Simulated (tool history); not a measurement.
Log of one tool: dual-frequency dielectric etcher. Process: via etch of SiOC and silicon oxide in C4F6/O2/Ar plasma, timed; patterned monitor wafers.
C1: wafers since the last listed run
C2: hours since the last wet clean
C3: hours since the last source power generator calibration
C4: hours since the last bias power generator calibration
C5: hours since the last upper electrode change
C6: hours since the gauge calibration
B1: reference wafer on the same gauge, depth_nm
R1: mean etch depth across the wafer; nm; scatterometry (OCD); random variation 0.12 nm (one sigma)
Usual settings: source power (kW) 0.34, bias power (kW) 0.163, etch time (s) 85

{"run": 1, "hour": 0.0, "source power (kW)": 0.4, "bias power (kW)": 0.173, "etch time (s)": 85, "C1": 0, "C2": 359.2, "C3": 1303.4, "C4": 4501, "C5": 2469.2, "C6": 103.4, "B1": 88.5, "R1": 90}
{"run": 2, "hour": 12.1, "source power (kW)": 0.4, "bias power (kW)": 0.173, "etch time (s)": 85, "C1": 150, "C2": 371.3, "C3": 1315.5, "C4": 4513.1, "C5": 2481.3, "C6": 115.5, "B1": 88.6, "R1": 90.2}
{"run": 3, "hour": 25.6, "source power (kW)": 0.36, "bias power (kW)": 0.163, "etch time (s)": 85, "C1": 167, "C2": 384.8, "C3": 1329, "C4": 4526.6, "C5": 2494.8, "C6": 129, "B1": 88.6, "R1": 84}
{"run": 4, "hour": 35.2, "source power (kW)": 0.34, "bias power (kW)": 0.174, "etch time (s)": 85, "C1": 119, "C2": 394.4, "C3": 1338.6, "C4": 4536.2, "C5": 2504.4, "C6": 138.6, "B1": 88.6, "R1": 85.6}
{"run": 5, "hour": 42.5, "source power (kW)": 0.34, "bias power (kW)": 0.163, "etch time (s)": 85, "C1": 90, "C2": 401.7, "C3": 1345.9, "C4": 4543.5, "C5": 2511.7, "C6": 145.9, "B1": 88.6, "R1": 82.8}
{"run": 6, "hour": 60.2, "source power (kW)": 0.34, "bias power (kW)": 0.163, "etch time (s)": 85, "C1": 219, "C2": 419.4, "C3": 1363.6, "C4": 4561.2, "C5": 2529.4, "C6": 163.6, "B1": 88.6, "R1": 82.9}
{"run": 7, "hour": 68.3, "source power (kW)": 0.34, "bias power (kW)": 0.163, "etch time (s)": 85, "C1": 100, "C2": 427.5, "C3": 1371.7, "C4": 4569.3, "C5": 2537.5, "C6": 171.7, "B1": 88.6, "R1": 83.1}
{"hour": 80.4, "done": "gauge calibrated"}
{"hour": 93.1, "done": "source power generator calibrated"}
{"hour": 94.3, "done": "upper electrode replaced"}
{"hour": 96.1, "done": "wet clean of the chamber"}
{"hour": 98.0, "done": "bias power generator calibrated"}
{"run": 8, "hour": 98.5, "source power (kW)": 0.34, "bias power (kW)": 0.163, "etch time (s)": 85, "C1": 264, "C2": 2.4, "C3": 5.4, "C4": 0.5, "C5": 4.2, "C6": 18.1, "B1": 88.6, "R1": 81.4}
{"run": 9, "hour": 98.9, "source power (kW)": 0.34, "bias power (kW)": 0.163, "etch time (s)": 70, "C1": 4, "C2": 2.8, "C3": 5.8, "C4": 0.9, "C5": 4.6, "C6": 18.5, "B1": 88.6, "R1": 67.3}
{"run": 10, "hour": 113.5, "source power (kW)": 0.31, "bias power (kW)": 0.197, "etch time (s)": 69.5, "C1": 181, "C2": 17.4, "C3": 20.4, "C4": 15.5, "C5": 19.2, "C6": 33.1, "B1": 88.6, "R1": 71}
{"run": 11, "hour": 129.0, "source power (kW)": 0.28, "bias power (kW)": 0.141, "etch time (s)": 109, "C1": 192, "C2": 32.9, "C3": 35.9, "C4": 31, "C5": 34.7, "C6": 48.6, "B1": 88.6, "R1": 91.1}
{"run": 12, "hour": 137.1, "source power (kW)": 0.34, "bias power (kW)": 0.163, "etch time (s)": 63.5, "C1": 100, "C2": 41, "C3": 44, "C4": 39.1, "C5": 42.8, "C6": 56.7, "B1": 88.6, "R1": 60.9}
{"run": 13, "hour": 143.7, "source power (kW)": 0.34, "bias power (kW)": 0.198, "etch time (s)": 96, "C1": 81, "C2": 47.6, "C3": 50.6, "C4": 45.7, "C5": 49.4, "C6": 63.3, "B1": 88.7, "R1": 101.7}
{"run": 14, "hour": 160.8, "source power (kW)": 0.34, "bias power (kW)": 0.163, "etch time (s)": 85, "C1": 212, "C2": 64.7, "C3": 67.7, "C4": 62.8, "C5": 66.5, "C6": 80.4, "B1": 88.6, "R1": 82}
{"run": 15, "hour": 167.8, "source power (kW)": 0.34, "bias power (kW)": 0.163, "etch time (s)": 85, "C1": 86, "C2": 71.7, "C3": 74.7, "C4": 69.8, "C5": 73.5, "C6": 87.4, "B1": 88.6, "R1": 81.6}
{"run": 16, "hour": 180.8, "source power (kW)": 0.37, "bias power (kW)": 0.163, "etch time (s)": 85, "C1": 161, "C2": 84.7, "C3": 87.7, "C4": 82.8, "C5": 86.5, "C6": 100.4, "B1": 88.6, "R1": 84.1}

Forecast each of these 4 alternatives for the next run:
{"run": "A", "hour": 181.2, "source power (kW)": 0.34, "bias power (kW)": 0.163, "etch time (s)": 93, "C1": 4, "C2": 85.1, "C3": 88.1, "C4": 83.2, "C5": 86.9, "C6": 100.8, "B1": "?", "R1": "?"}
{"run": "B", "hour": 181.2, "source power (kW)": 0.39, "bias power (kW)": 0.163, "etch time (s)": 85, "C1": 4, "C2": 85.1, "C3": 88.1, "C4": 83.2, "C5": 86.9, "C6": 100.8, "B1": "?", "R1": "?"}
{"run": "C", "hour": 181.2, "source power (kW)": 0.39, "bias power (kW)": 0.196, "etch time (s)": 85, "C1": 4, "C2": 85.1, "C3": 88.1, "C4": 83.2, "C5": 86.9, "C6": 100.8, "B1": "?", "R1": "?"}
{"run": "D", "hour": 181.2, "source power (kW)": 0.34, "bias power (kW)": 0.199, "etch time (s)": 71, "C1": 4, "C2": 85.1, "C3": 88.1, "C4": 83.2, "C5": 86.9, "C6": 100.8, "B1": "?", "R1": "?"}

run=A B1=88.5 R1=89.5
run=B B1=88.5 R1=85.7
run=C B1=88.5 R1=93.9
run=D B1=88.5 R1=75.4
Without the tool's hidden state the same runs would have given:
run=A R1=89.1
run=B R1=85.3
run=C R1=93.5
run=D R1=75.1
